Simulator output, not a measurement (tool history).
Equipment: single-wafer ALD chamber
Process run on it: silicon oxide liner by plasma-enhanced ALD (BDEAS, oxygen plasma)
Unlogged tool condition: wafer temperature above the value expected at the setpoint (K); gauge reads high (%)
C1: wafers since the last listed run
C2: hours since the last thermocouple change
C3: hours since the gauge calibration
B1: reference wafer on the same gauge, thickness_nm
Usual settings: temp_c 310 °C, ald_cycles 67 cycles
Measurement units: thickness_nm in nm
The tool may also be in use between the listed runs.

{"run": 1, "hour": 0.0, "temp_c": 316, "ald_cycles": 67, "C1": 0, "C2": 952.4, "C3": 630.4, "B1": 6.013, "thickness_nm": 5.428}
{"run": 2, "hour": 50.6, "temp_c": 316, "ald_cycles": 67, "C1": 375, "C2": 1003, "C3": 681, "B1": 6.007, "thickness_nm": 5.424}
{"run": 3, "hour": 123.6, "temp_c": 310, "ald_cycles": 67, "C1": 541, "C2": 1076, "C3": 754, "B1": 5.997, "thickness_nm": 5.451}
{"run": 4, "hour": 225.3, "temp_c": 310, "ald_cycles": 67, "C1": 754, "C2": 1177.7, "C3": 855.7, "B1": 5.987, "thickness_nm": 5.425}
{"run": 5, "hour": 320.0, "temp_c": 299, "ald_cycles": 67, "C1": 702, "C2": 1272.4, "C3": 950.4, "B1": 5.972, "thickness_nm": 5.519}
{"run": 6, "hour": 395.3, "temp_c": 310, "ald_cycles": 67, "C1": 558, "C2": 1347.7, "C3": 1025.7, "B1": 5.967, "thickness_nm": 5.431}
{"run": 7, "hour": 442.2, "temp_c": 322, "ald_cycles": 71, "C1": 348, "C2": 1394.6, "C3": 1072.6, "B1": 5.962, "thickness_nm": 5.646}
{"run": 8, "hour": 488.6, "temp_c": 320, "ald_cycles": 61, "C1": 344, "C2": 1441, "C3": 1119, "B1": 5.957, "thickness_nm": 4.868}
{"run": 9, "hour": 589.0, "temp_c": 320, "ald_cycles": 61, "C1": 745, "C2": 1541.4, "C3": 1219.4, "B1": 5.945, "thickness_nm": 4.845}
{"run": 10, "hour": 684.2, "temp_c": 298, "ald_cycles": 67, "C1": 706, "C2": 1636.6, "C3": 1314.6, "B1": 5.932, "thickness_nm": 5.475}
{"run": 11, "hour": 755.9, "temp_c": 295, "ald_cycles": 80, "C1": 532, "C2": 1708.3, "C3": 1386.3, "B1": 5.924, "thickness_nm": 6.622}

Run 12 is up next; what results do you expect?
{"run": 12, "hour": 859.6, "temp_c": 310, "ald_cycles": 67, "C1": 769, "C2": 1812, "C3": 1490, "B1": "?", "thickness_nm": "?"}

B1: 5.912
thickness_nm: 5.361 nm
Without the tool's hidden state the same run would have given thickness_nm 5.515 nm.

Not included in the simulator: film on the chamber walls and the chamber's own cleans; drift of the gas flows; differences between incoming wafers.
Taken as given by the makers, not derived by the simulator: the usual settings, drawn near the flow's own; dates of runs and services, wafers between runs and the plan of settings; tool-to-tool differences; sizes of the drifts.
